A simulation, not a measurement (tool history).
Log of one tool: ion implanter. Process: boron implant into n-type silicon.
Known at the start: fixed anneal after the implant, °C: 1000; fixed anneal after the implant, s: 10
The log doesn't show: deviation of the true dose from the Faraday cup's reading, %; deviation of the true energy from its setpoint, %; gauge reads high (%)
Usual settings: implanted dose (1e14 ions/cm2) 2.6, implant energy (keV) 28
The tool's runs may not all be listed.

run	day	implanted dose (1e14 ions/cm2)	implant energy (keV)	wafers since the last listed run	hours since the last dose calibration	hours since the extraction supply was calibrated	hours since the gauge calibration	read-back reference wafer on the same gauge, sheet resistance	sheet resistance of the implanted and annealed layer (ohm/square)
1	0	2.6	28	0	987.5	2309.7	4395.8	381.07	362.23
2	1.833	2.6	28	806	1031.5	2353.7	4439.8	381.23	361.65
# day 3.204: gauge calibrated
3	4.6	2.6	28	1217	1097.9	2420.1	33.5	381.09	361.67
4	7.671	3.13	28	1350	1171.6	2493.8	107.2	380.83	314.29
5	10.588	2.44	28	1283	1241.6	2563.8	177.2	380.93	381.05
# day 11.55: extraction supply calibrated
6	13.15	2.44	28	980	1303.1	38.4	238.7	381.05	380.08
7	15.917	2.6	28	1217	1369.5	104.8	305.1	380.94	362.33
8	25.879	2.6	28	4382	1608.6	343.9	544.2	381.23	363.24
# day 26.654: Faraday cup replaced and dose calibrated
9	30.208	2.6	28	1757	85.3	447.8	648.1	380.97	356
10	32.429	2.6	28	977	138.6	501.1	701.4	380.92	356.5
11	36.325	2.6	28	1713	232.1	594.6	794.9	381.09	357.81
12	38.525	2.4	25	967	284.9	647.4	847.7	380.96	386.57
13	42.279	1.9	28	1651	375	737.5	937.8	380.95	454.71
14	46.279	3.2	31.5	1759	471	833.5	1033.8	380.93	303.68
15	49.767	2.19	32	1534	554.7	917.2	1117.5	380.76	403.6
16	53.258	2.9	25.5	1536	638.5	1001	1201.3	381.07	334.53
17	57.546	2.6	28	1886	741.4	1103.9	1304.2	380.65	360.22
18	59.992	2.9	25.5	1076	800.1	1162.6	1362.9	380.94	335.74
19	62.679	2.6	28	1182	864.6	1227.1	1427.4	381.17	361.57
20	64.204	2.6	28	670	901.2	1263.7	1464	381.06	361.96
21	67.521	3.27	34	1459	980.8	1343.3	1543.6	380.91	297.04
22	74.229	2.15	21.5	2951	1141.8	1504.3	1704.6	380.65	433.3
23	76.212	2.12	19.5	872	1189.4	1551.9	1752.2	380.75	443.61
24	79.7	3.19	37	1534	1273.1	1635.6	1835.9	380.95	300.97
25	83.629	2.6	28	1728	1367.4	1729.9	1930.2	381.21	362.14
26	89.275	3.16	20.5	2483	1502.9	1865.4	2065.7	381.14	322.3
27	90.788	2.6	28	665	1539.2	1901.7	2102	380.9	362.44
# day 93.279: Faraday cup replaced and dose calibrated
28	93.3	2.6	28	958	0.5	1962	2162.3	381.07	356.7
29	96.246	2.6	28	1295	71.2	2032.7	2233	380.97	356.91
30	98.538	2.29	37.5	1008	126.2	2087.7	2288	380.83	380.52
31	100.317	1.97	21	782	168.9	2130.4	2330.7	380.89	459.4
32	102.417	3.21	23	923	219.3	2180.8	2381.1	380.86	311.42
33	106.683	3.14	28	1877	321.7	2283.2	2483.5	381.24	311.12
34	110.388	2.6	28	1629	410.6	2372.1	2572.4	380.83	360.48
35	114.379	2.25	32	1756	506.4	2467.9	2668.2	381.16	395.59
# day 114.779: extraction supply calibrated
36	116.429	2.6	28	755	555.6	39.6	2717.4	380.99	361.66

5 ways to go on from here, each from the tool as it stands after run 36. What would each give?
A	116.446	2.6	28	7	556	40	2717.8	?	?
B	116.446	2.01	24.5	7	556	40	2717.8	?	?
C	116.446	2.37	18.5	7	556	40	2717.8	?	?
D	116.446	2.8	28	7	556	40	2717.8	?	?
E	116.446	3.25	32	7	556	40	2717.8	?	?

run	read-back reference wafer on the same gauge, sheet resistance	sheet resistance of the implanted and annealed layer (ohm/square)
A	381.03	361.78
B	381.03	447.66
C	381.03	407.08
D	381.03	341.8
E	381.03	300.85
Without the tool's hidden state the same runs would have given:
run	sheet resistance of the implanted and annealed layer (ohm/square)
A	356.37
B	440.94
C	400.75
D	336.67
E	296.33

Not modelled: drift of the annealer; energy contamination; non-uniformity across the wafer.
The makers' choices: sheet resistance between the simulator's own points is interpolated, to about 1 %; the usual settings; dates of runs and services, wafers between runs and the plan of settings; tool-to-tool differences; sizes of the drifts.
